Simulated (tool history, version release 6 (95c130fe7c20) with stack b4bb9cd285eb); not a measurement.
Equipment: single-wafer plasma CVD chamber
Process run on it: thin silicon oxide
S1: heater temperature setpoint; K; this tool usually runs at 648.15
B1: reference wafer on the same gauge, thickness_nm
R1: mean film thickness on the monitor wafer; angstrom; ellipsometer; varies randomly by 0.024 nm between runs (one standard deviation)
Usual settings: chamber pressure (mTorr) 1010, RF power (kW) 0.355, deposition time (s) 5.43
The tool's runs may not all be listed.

Run 1, hour 0.0: usual settings; B1 12.800. Result: R1 130.48 angstrom.
Run 2, hour 10.3: usual settings; B1 12.799. Result: R1 129.82 angstrom.
Run 3, hour 22.6: usual settings; B1 12.792. Result: R1 130.07 angstrom.
Run 4, hour 31.4: usual settings; B1 12.795. Result: R1 129.80 angstrom.
Run 5, hour 41.3: usual settings; B1 12.799. Result: R1 129.74 angstrom.
Run 6, hour 49.4: usual settings; B1 12.802. Result: R1 129.96 angstrom.
Run 7, hour 62.6: usual settings; B1 12.791. Result: R1 129.30 angstrom.
At hour 71.7: gauge calibrated.
At hour 81.9: capacitance manometer re-zeroed and calibrated.
Run 8, hour 82.4: usual settings but RF power (kW) 0.400, deposition time (s) 6.40; B1 12.805. Result: R1 174.57 angstrom.
At hour 96.1: showerhead replaced, of another model than before.
At hour 97.5: RF generator calibrated.
At hour 105.0: thermocouple changed; heater temperature recalibrated.
Run 9, hour 105.5: usual settings but deposition time (s) 6.47; B1 12.799. Result: R1 168.73 angstrom.
Run 10, hour 105.8: usual settings but RF power (kW) 0.395, deposition time (s) 4.37; B1 12.804. Result: R1 117.16 angstrom.
Run 11, hour 114.9: usual settings but S1 636.15 K, chamber pressure (mTorr) 1140; B1 12.793. Result: R1 155.55 angstrom.
Run 12, hour 129.7: usual settings but deposition time (s) 4.69; B1 12.800. Result: R1 122.70 angstrom.
Run 13, hour 136.3: usual settings but deposition time (s) 5.92; B1 12.798. Result: R1 154.76 angstrom.
Run 14, hour 144.3: usual settings; B1 12.788. Result: R1 141.35 angstrom.

What would each run have given without the hidden state, its run-to-run variation left as it was?
Unlogged tool condition in this case: wafer temperature above the value expected at the setpoint (K); delivered RF power above the setpoint (%); true pressure above the setpoint (%); gauge reads high (%).
run      R1
  1  141.45
  2  140.89
  3  141.35
  4  141.18
  5  141.27
  6  141.64
  7  141.12
  8  173.67
  9  168.11
 10  116.73
 11  154.98
 12  122.25
 13  154.20
 14  140.84
